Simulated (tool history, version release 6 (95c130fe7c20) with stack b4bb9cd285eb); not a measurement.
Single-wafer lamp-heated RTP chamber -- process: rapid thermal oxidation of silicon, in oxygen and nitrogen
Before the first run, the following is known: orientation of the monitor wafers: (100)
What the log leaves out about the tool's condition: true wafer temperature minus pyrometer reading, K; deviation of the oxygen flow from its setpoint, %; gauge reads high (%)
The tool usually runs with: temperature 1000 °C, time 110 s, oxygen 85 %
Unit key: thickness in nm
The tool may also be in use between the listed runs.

run,hour,temperature,time,oxygen,wafers since the last listed run,wafers since the last pyrometer calibration,hours since the oxygen flow controller was replaced,hours since the gauge calibration,"read-back reference wafer on the same gauge, thickness",thickness
1,0,1000,110,85,0,13,4998.9,630.2,6.871,7.037
2,65.2,1000,110,85,488,501,5064.1,695.4,6.86,7.027
3,172.8,984,82,85,806,1308,5171.7,803,6.863,5.483
# hour 229: gauge calibrated
4,263.6,984,82,85,680,1989,5262.5,34.6,6.873,5.46
5,344.4,1000,110,85,605,2595,5343.3,115.4,6.877,7.037
6,418,1000,110,85,551,3146,5416.9,189,6.877,7.067
# hour 476.5: pyrometer window cleaned and pyrometer calibrated
7,516.9,988,110,98,681,302,5515.8,287.9,6.872,6.73
8,579.3,1000,110,85,467,770,5578.2,350.3,6.871,7.034
9,674.3,1000,110,85,712,1482,5673.2,445.3,6.87,7.015
10,770.3,1000,110,85,719,2202,5769.2,541.3,6.884,7.068
11,818,1000,110,85,357,2560,5816.9,589,6.881,7.03

Run 12, settings as shown, results not yet in. Your forecast:
# hour 885.5: pyrometer window cleaned and pyrometer calibrated
12,1013,1000,110,55,1401,955,6011.9,784,?,?

{"run 12": {"read-back reference wafer on the same gauge, thickness": 6.867, "thickness": 6.079}}
Had the tool carried no hidden state, the very same run would have given thickness 6.079 nm.

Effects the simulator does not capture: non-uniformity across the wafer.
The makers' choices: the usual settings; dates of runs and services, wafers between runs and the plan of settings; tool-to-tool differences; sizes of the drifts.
